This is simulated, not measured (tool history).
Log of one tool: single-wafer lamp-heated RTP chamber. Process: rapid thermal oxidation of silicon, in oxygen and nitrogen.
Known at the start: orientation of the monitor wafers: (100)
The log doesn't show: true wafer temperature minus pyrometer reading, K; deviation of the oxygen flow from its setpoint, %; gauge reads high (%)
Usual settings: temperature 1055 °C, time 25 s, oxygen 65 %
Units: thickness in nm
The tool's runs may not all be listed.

run	hour	temperature	time	oxygen	wafers since the last listed run	wafers since the last pyrometer calibration	hours since the oxygen flow controller was replaced	hours since the gauge calibration	read-back reference wafer on the same gauge, thickness	thickness
1	0	1055	25	65	0	5634	1926.1	785.4	3.962	4.873
2	55.6	1055	25	65	686	6320	1981.7	841	3.968	4.854
# hour 103.5: gauge calibrated
# hour 191.5: pyrometer window cleaned and pyrometer calibrated
3	304.7	1055	25	65	2974	1397	2230.8	201.2	3.971	4.9
4	369.9	1055	31	65	804	2201	2296	266.4	3.972	5.28
5	429.5	1055	25	77	735	2936	2355.6	326	3.964	5.105
6	646.8	1055	25	77	2681	5618	2572.9	543.3	3.976	5.112
# hour 721.7: oxygen flow controller replaced
7	750.1	1055	25	65	1175	6794	28.4	646.6	3.976	4.876
# hour 801.2: pyrometer window cleaned and pyrometer calibrated
8	847.9	1071	35	65	1108	576	126.2	744.4	3.984	6.234
# hour 895.3: gauge calibrated
9	953.3	1071	35	65	1300	1876	231.6	58	3.982	6.246
10	1028.8	1055	25	47	931	2808	307.1	133.5	3.971	4.351
11	1093.5	1055	25	65	798	3606	371.8	198.2	3.968	4.811
12	1182.2	1055	25	86	1094	4700	460.5	286.9	3.967	5.324
13	1233.4	1063	13	38	631	5332	511.7	338.1	3.967	3.345
14	1278.3	1055	25	65	554	5886	556.6	383	3.967	4.858
15	1341.7	1055	25	81	782	6668	620	446.4	3.978	5.261
16	1410.2	1045	22	77	845	7514	688.5	514.9	3.972	4.592
# hour 1452.7: pyrometer window cleaned and pyrometer calibrated
17	1467	1040	20	82	602	176	745.3	571.7	3.961	4.345
18	1514.4	1055	25	87	584	761	792.7	619.1	3.96	5.373

5 ways to go on from here, each from the tool as it stands after run 18. What would each give?
A	1514.8	1055	25	65	4	766	793.1	619.5	?	?
B	1514.8	1055	18	36	4	766	793.1	619.5	?	?
C	1514.8	1039	25	65	4	766	793.1	619.5	?	?
D	1514.8	1055	29	65	4	766	793.1	619.5	?	?
E	1514.8	1055	18	93	4	766	793.1	619.5	?	?

run	read-back reference wafer on the same gauge, thickness	thickness
A	3.968	4.853
B	3.968	3.515
C	3.968	4.363
D	3.968	5.162
E	3.968	4.8
Without the tool's hidden state the same runs would have given:
run	thickness
A	4.853
B	3.515
C	4.363
D	5.162
E	4.8
